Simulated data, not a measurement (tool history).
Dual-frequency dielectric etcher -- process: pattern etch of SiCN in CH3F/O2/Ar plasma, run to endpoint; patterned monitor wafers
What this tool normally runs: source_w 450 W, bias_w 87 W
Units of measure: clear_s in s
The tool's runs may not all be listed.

run   hour  source_w  bias_w  incoming incoming film thickness, nm  clear_s
  1    0.0       450      87                                  7.00     16.8
  2    9.5       450      87                                  7.00     16.8
  3   16.0       450      87                                  6.99     16.9
  4   31.8       530      87                                  7.02     15.7
  5   45.3       530      87                                  7.03     15.7
      72.5  -- upper electrode replaced, of another model than before
  6   73.0       530      87                                  7.07     15.4
  7   73.3       450      87                                  7.06     17.1
  8   73.6       450      87                                  7.00     16.9
  9   84.3       450      87                                  7.01     17.0
 10   90.5       390      87                                  6.95     18.8
      94.8  -- bias power generator calibrated
     115.2  -- wet clean of the chamber
 11  115.7       540     106                                  6.99     13.1
 12  123.4       380      77                                  7.05     19.9
     132.6  -- source power generator calibrated
 13  135.9       370      87                                  7.07     19.2
 14  142.4       450      87                                  7.06     16.5
 15  160.2       340      87                                  7.01     20.5
 16  173.2       530      87                                  7.03     14.7
 17  183.8       450      87                                  7.01     16.3
 18  194.6       420      67                                  6.94     19.4

For each run, what was the tool's unlogged condition?
source power that arrives over what is set, %: 0 at every run
bias power that arrives over what is set, %: 0 at every run
H1: etch rate over this chamber's usual, %
run      H1
  1   -4.02
  2    -4.1
  3   -4.16
  4    -4.3
  5   -4.42
  6   -4.66
  7   -4.66
  8   -4.66
  9   -4.76
 10   -4.81
 11  -0.358
 12  -0.425
 13  -0.535
 14  -0.591
 15  -0.747
 16   -0.86
 17  -0.953
 18   -1.05
